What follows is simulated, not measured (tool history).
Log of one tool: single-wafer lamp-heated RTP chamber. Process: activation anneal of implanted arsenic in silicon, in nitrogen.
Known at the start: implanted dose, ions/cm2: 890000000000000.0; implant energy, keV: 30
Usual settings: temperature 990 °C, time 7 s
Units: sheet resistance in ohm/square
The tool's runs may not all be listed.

| run | day | temperature | time | read-back reference wafer on the same gauge, sheet resistance | sheet resistance |
|---|---|---|---|---|---|
| 1 | 0.000 | 990 | 10 | 149.98 | 143.22 |
| 2 | 2.483 | 990 | 10 | 150.05 | 142.99 |
| 3 | 5.383 | 990 | 7 | 150.02 | 149.27 |
| 4 | 8.279 | 990 | 7 | 150.09 | 147.23 |
| 5 | 10.508 | 990 | 7 | 149.99 | 147.17 |
| 6 | 11.604 | 990 | 7 | 149.93 | 146.75 |
| 7 | 13.912 | 990 | 7 | 150.03 | 146.58 |
| 8 | 16.238 | 990 | 6 | 150.10 | 147.54 |
| 9 | 17.988 | 990 | 6 | 149.94 | 147.50 |
| 10 | 20.062 | 990 | 6 | 149.96 | 147.02 |
| 11 | 22.850 | 1013 | 7 | 150.01 | 142.05 |
| 12 | 24.629 | 1013 | 7 | 150.07 | 143.17 |
| 13 | 27.575 | 1013 | 7 | 150.02 | 142.86 |
| 14 | 30.379 | 990 | 7 | 149.96 | 145.99 |
| 15 | 31.925 | 990 | 7 | 149.99 | 145.61 |
| 16 | 33.133 | 990 | 7 | 149.92 | 146.35 |
| 17 | 35.688 | 963 | 7 | 150.06 | 153.11 |
| 18 | 38.104 | 990 | 9 | 150.01 | 145.10 |
| 19 | 39.838 | 981 | 5 | 150.01 | 151.50 |
| 20 | 41.800 | 961 | 9 | 149.99 | 150.63 |
| 21 | 44.621 | 1015 | 5 | 149.92 | 144.72 |
| 22 | 46.929 | 1015 | 9 | 149.97 | 140.34 |
| 23 | 49.762 | 1013 | 3 | 149.98 | 148.16 |
| 24 | 51.846 | 990 | 7 | 149.96 | 145.66 |
| 25 | 53.096 | 990 | 7 | 150.06 | 145.71 |
| 26 | 55.492 | 1010 | 4 | 149.99 | 146.70 |
| 27 | 56.942 | 971 | 6 | 150.03 | 150.49 |
| 28 | 58.767 | 979 | 7 | 149.99 | 148.06 |
| 29 | 60.962 | 990 | 10 | 149.99 | 144.52 |
| 30 | 63.842 | 965 | 7 | 149.99 | 152.02 |
| 31 | 65.308 | 990 | 7 | 150.06 | 146.38 |
| 32 | 67.075 | 981 | 3 | 149.98 | 154.25 |
| 33 | 68.154 | 967 | 10 | 149.93 | 149.19 |
| 34 | 70.675 | 1013 | 7 | 149.99 | 141.99 |
| 35 | 72.992 | 981 | 11 | 150.03 | 143.65 |
| 36 | 75.950 | 990 | 10 | 150.00 | 142.85 |
| 37 | 78.683 | 1006 | 5 | 149.94 | 145.05 |

Not shown: 7 entries that the log had between the listed runs. Between which runs, and how does the tool's hidden state differ before and after?
Between runs 2 and 3: pyrometer window cleaned and pyrometer calibrated (day 5.362)
  true wafer temperature minus pyrometer reading, K: 13.1 -> 0.324
  measured less the result without the state, sheet resistance: -2.32 -> -0.07 ohm/square
Between runs 6 and 7: reflector plate cleaned (day 13.812)
  true wafer temperature minus pyrometer reading, K: 6.39 -> 7.8
  measured less the result without the state, sheet resistance: -1.31 -> -1.59 ohm/square
Between runs 16 and 17: pyrometer window cleaned and pyrometer calibrated (day 35.025)
  true wafer temperature minus pyrometer reading, K: 12.3 -> 2.32
  measured less the result without the state, sheet resistance: -2.44 -> -0.48 ohm/square
Between runs 20 and 21: reflector plate cleaned (day 42.179)
  true wafer temperature minus pyrometer reading, K: 7.92 -> 9.51
  measured less the result without the state, sheet resistance: -1.91 -> -1.63 ohm/square
Between runs 26 and 27: gauge calibrated (day 55.700)
  true wafer temperature minus pyrometer reading, K: 12.6 -> 12.8
  measured less the result without the state, sheet resistance: -2.46 -> -2.67 ohm/square
Between runs 28 and 29: pyrometer window cleaned and pyrometer calibrated (day 59.292)
  true wafer temperature minus pyrometer reading, K: 13.1 -> 2.18
  measured less the result without the state, sheet resistance: -2.87 -> -0.44 ohm/square
Between runs 33 and 34: reflector plate cleaned (day 69.971)
  true wafer temperature minus pyrometer reading, K: 7.81 -> 8.97
  measured less the result without the state, sheet resistance: -2.02 -> -1.33 ohm/square
